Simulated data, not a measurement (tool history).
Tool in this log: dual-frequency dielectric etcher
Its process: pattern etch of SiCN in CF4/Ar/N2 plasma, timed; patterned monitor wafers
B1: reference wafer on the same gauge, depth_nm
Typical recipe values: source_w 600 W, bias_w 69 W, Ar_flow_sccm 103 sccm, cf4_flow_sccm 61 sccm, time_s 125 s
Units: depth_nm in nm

run 1 day=0 | source_w=550 bias_w=69 Ar_flow_sccm=111 cf4_flow_sccm=61 time_s=125 | B1=145 | depth_nm=121.6
run 2 day=0.562 | source_w=550 bias_w=69 Ar_flow_sccm=111 cf4_flow_sccm=61 time_s=125 | B1=145 | depth_nm=121.6
run 3 day=1.692 | source_w=550 bias_w=69 Ar_flow_sccm=111 cf4_flow_sccm=61 time_s=125 | B1=145 | depth_nm=121.9
run 4 day=2.333 | source_w=600 bias_w=69 Ar_flow_sccm=103 cf4_flow_sccm=61 time_s=117 | B1=144.9 | depth_nm=124.3
run 5 day=2.904 | source_w=600 bias_w=69 Ar_flow_sccm=103 cf4_flow_sccm=61 time_s=117 | B1=144.9 | depth_nm=123.9
run 6 day=3.6 | source_w=600 bias_w=69 Ar_flow_sccm=103 cf4_flow_sccm=61 time_s=125 | B1=145.1 | depth_nm=132.8
-- day=4.454 bias power generator calibrated
-- day=5.121 upper electrode replaced
run 7 day=5.142 | source_w=600 bias_w=69 Ar_flow_sccm=103 cf4_flow_sccm=61 time_s=125 | B1=145 | depth_nm=132.8
run 8 day=5.171 | source_w=600 bias_w=82 Ar_flow_sccm=110 cf4_flow_sccm=61 time_s=125 | B1=145 | depth_nm=142.4
-- day=5.462 source power generator calibrated
-- day=5.554 CF4 flow controller replaced
-- day=6.154 Ar flow controller replaced
-- day=6.458 gauge calibrated
-- day=6.471 wet clean of the chamber
run 9 day=6.492 | source_w=730 bias_w=69 Ar_flow_sccm=103 cf4_flow_sccm=61 time_s=149.5 | B1=145 | depth_nm=180
run 10 day=6.504 | source_w=600 bias_w=69 Ar_flow_sccm=103 cf4_flow_sccm=61 time_s=125 | B1=145.1 | depth_nm=128.5
run 11 day=6.892 | source_w=600 bias_w=84 Ar_flow_sccm=103 cf4_flow_sccm=61 time_s=159 | B1=145 | depth_nm=178.4
run 12 day=7.283 | source_w=600 bias_w=69 Ar_flow_sccm=103 cf4_flow_sccm=61 time_s=125 | B1=145 | depth_nm=128.3

Predict the results of run 13:
run 13 day=7.642 | source_w=700 bias_w=69 Ar_flow_sccm=103 cf4_flow_sccm=61 time_s=112.5 | B1=? | depth_nm=?

{"run 13": {"B1": 145, "depth_nm": 131.2}}
If the tool had no hidden condition, the same run with the same run-to-run variation would have returned depth_nm 131.1 nm.

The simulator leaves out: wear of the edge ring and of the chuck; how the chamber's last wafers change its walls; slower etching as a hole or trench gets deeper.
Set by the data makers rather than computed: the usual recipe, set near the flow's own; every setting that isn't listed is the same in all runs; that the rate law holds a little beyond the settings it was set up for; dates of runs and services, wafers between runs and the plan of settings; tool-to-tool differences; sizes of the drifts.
